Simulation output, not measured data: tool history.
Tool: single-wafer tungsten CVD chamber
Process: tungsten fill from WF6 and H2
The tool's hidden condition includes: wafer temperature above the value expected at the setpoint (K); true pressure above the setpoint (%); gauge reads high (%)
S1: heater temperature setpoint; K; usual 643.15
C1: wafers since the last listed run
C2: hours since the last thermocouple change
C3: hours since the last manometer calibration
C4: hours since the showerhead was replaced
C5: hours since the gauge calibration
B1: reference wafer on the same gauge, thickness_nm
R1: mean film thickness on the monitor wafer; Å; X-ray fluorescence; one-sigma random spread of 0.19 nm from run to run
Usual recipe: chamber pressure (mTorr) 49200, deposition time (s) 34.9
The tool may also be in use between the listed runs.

{"run": 1, "hour": 0.0, "S1": 643.15, "chamber pressure (mTorr)": 49200, "deposition time (s)": 34.9, "C1": 0, "C2": 234.9, "C3": 814.2, "C4": 3652.4, "C5": 495.8, "B1": 75.108, "R1": 734.85}
{"run": 2, "hour": 28.4, "S1": 643.15, "chamber pressure (mTorr)": 49200, "deposition time (s)": 34.9, "C1": 411, "C2": 263.3, "C3": 842.6, "C4": 3680.8, "C5": 524.2, "B1": 75.111, "R1": 736.43}
{"run": 3, "hour": 86.8, "S1": 643.15, "chamber pressure (mTorr)": 49200, "deposition time (s)": 37.8, "C1": 845, "C2": 321.7, "C3": 901, "C4": 3739.2, "C5": 582.6, "B1": 75.105, "R1": 798.51}
{"run": 4, "hour": 137.0, "S1": 643.15, "chamber pressure (mTorr)": 49200, "deposition time (s)": 37.8, "C1": 727, "C2": 371.9, "C3": 951.2, "C4": 3789.4, "C5": 632.8, "B1": 75.119, "R1": 795.27}
{"run": 5, "hour": 204.4, "S1": 643.15, "chamber pressure (mTorr)": 49200, "deposition time (s)": 37.8, "C1": 976, "C2": 439.3, "C3": 1018.6, "C4": 3856.8, "C5": 700.2, "B1": 75.12, "R1": 798.95}
{"run": 6, "hour": 237.0, "S1": 643.15, "chamber pressure (mTorr)": 41900, "deposition time (s)": 34.9, "C1": 472, "C2": 471.9, "C3": 1051.2, "C4": 3889.4, "C5": 732.8, "B1": 75.085, "R1": 645.23}
{"run": 7, "hour": 278.2, "S1": 649.15, "chamber pressure (mTorr)": 49200, "deposition time (s)": 34.9, "C1": 596, "C2": 513.1, "C3": 1092.4, "C4": 3930.6, "C5": 774, "B1": 75.095, "R1": 844.7}
{"run": 8, "hour": 305.5, "S1": 649.15, "chamber pressure (mTorr)": 49200, "deposition time (s)": 34.9, "C1": 395, "C2": 540.4, "C3": 1119.7, "C4": 3957.9, "C5": 801.3, "B1": 75.119, "R1": 850.75}
{"run": 9, "hour": 335.8, "S1": 649.15, "chamber pressure (mTorr)": 49200, "deposition time (s)": 34.9, "C1": 438, "C2": 570.7, "C3": 1150, "C4": 3988.2, "C5": 831.6, "B1": 75.133, "R1": 851}
{"hour": 388.0, "done": "showerhead replaced"}
{"run": 10, "hour": 388.5, "S1": 643.15, "chamber pressure (mTorr)": 45700, "deposition time (s)": 34.9, "C1": 647, "C2": 623.4, "C3": 1202.7, "C4": 0.5, "C5": 884.3, "B1": 75.096, "R1": 693.13}
{"run": 11, "hour": 418.5, "S1": 643.15, "chamber pressure (mTorr)": 45700, "deposition time (s)": 34.9, "C1": 434, "C2": 653.4, "C3": 1232.7, "C4": 30.5, "C5": 914.3, "B1": 75.111, "R1": 694}
{"run": 12, "hour": 489.9, "S1": 643.15, "chamber pressure (mTorr)": 49200, "deposition time (s)": 28.1, "C1": 1034, "C2": 724.8, "C3": 1304.1, "C4": 101.9, "C5": 985.7, "B1": 75.129, "R1": 592.08}
{"run": 13, "hour": 545.9, "S1": 643.15, "chamber pressure (mTorr)": 58700, "deposition time (s)": 37.1, "C1": 811, "C2": 780.8, "C3": 1360.1, "C4": 157.9, "C5": 1041.7, "B1": 75.104, "R1": 889.63}
{"run": 14, "hour": 614.3, "S1": 631.15, "chamber pressure (mTorr)": 54800, "deposition time (s)": 34.9, "C1": 990, "C2": 849.2, "C3": 1428.5, "C4": 226.3, "C5": 1110.1, "B1": 75.135, "R1": 589.81}
{"run": 15, "hour": 645.2, "S1": 643.15, "chamber pressure (mTorr)": 43200, "deposition time (s)": 34.9, "C1": 447, "C2": 880.1, "C3": 1459.4, "C4": 257.2, "C5": 1141, "B1": 75.118, "R1": 664.48}
{"hour": 699.7, "done": "capacitance manometer re-zeroed and calibrated"}
{"run": 16, "hour": 700.2, "S1": 643.15, "chamber pressure (mTorr)": 40900, "deposition time (s)": 29.5, "C1": 680, "C2": 935.1, "C3": 0.5, "C4": 312.2, "C5": 1196, "B1": 75.111, "R1": 519.85}
{"hour": 723.4, "done": "thermocouple changed; heater temperature recalibrated"}
{"run": 17, "hour": 763.8, "S1": 654.15, "chamber pressure (mTorr)": 57400, "deposition time (s)": 32.4, "C1": 805, "C2": 40.4, "C3": 64.1, "C4": 375.8, "C5": 1259.6, "B1": 75.098, "R1": 968.29}
{"hour": 803.5, "done": "gauge calibrated"}
{"run": 18, "hour": 808.9, "S1": 638.15, "chamber pressure (mTorr)": 54600, "deposition time (s)": 28.2, "C1": 653, "C2": 85.5, "C3": 109.2, "C4": 420.9, "C5": 5.4, "B1": 75.1, "R1": 559.69}
{"run": 19, "hour": 986.0, "S1": 658.15, "chamber pressure (mTorr)": 60200, "deposition time (s)": 40.6, "C1": 2564, "C2": 262.6, "C3": 286.3, "C4": 598, "C5": 182.5, "B1": 75.101, "R1": 1379.56}
{"run": 20, "hour": 1010.7, "S1": 643.15, "chamber pressure (mTorr)": 43200, "deposition time (s)": 34.9, "C1": 357, "C2": 287.3, "C3": 311, "C4": 622.7, "C5": 207.2, "B1": 75.088, "R1": 652.01}
{"run": 21, "hour": 1068.9, "S1": 643.15, "chamber pressure (mTorr)": 49200, "deposition time (s)": 34.9, "C1": 842, "C2": 345.5, "C3": 369.2, "C4": 680.9, "C5": 265.4, "B1": 75.078, "R1": 724.19}
{"run": 22, "hour": 1111.4, "S1": 643.15, "chamber pressure (mTorr)": 44700, "deposition time (s)": 41.7, "C1": 615, "C2": 388, "C3": 411.7, "C4": 723.4, "C5": 307.9, "B1": 75.104, "R1": 804.72}

3 options for the next run, each taken on its own from the tool as it stands now. Forecast them:
{"run": "A", "hour": 1111.8, "S1": 628.15, "chamber pressure (mTorr)": 49200, "deposition time (s)": 34.9, "C1": 5, "C2": 388.4, "C3": 412.1, "C4": 723.8, "C5": 308.3, "B1": "?", "R1": "?"}
{"run": "B", "hour": 1111.8, "S1": 653.15, "chamber pressure (mTorr)": 44700, "deposition time (s)": 34.9, "C1": 5, "C2": 388.4, "C3": 412.1, "C4": 723.8, "C5": 308.3, "B1": "?", "R1": "?"}
{"run": "C", "hour": 1111.8, "S1": 643.15, "chamber pressure (mTorr)": 49200, "deposition time (s)": 29, "C1": 5, "C2": 388.4, "C3": 412.1, "C4": 723.8, "C5": 308.3, "B1": "?", "R1": "?"}

run=A B1=75.083 R1=499.9
run=B B1=75.083 R1=852.09
run=C B1=75.083 R1=603.61
Without the tool's unlogged condition, the same runs would have read:
run=A R1=496.08
run=B R1=845.49
run=C R1=599
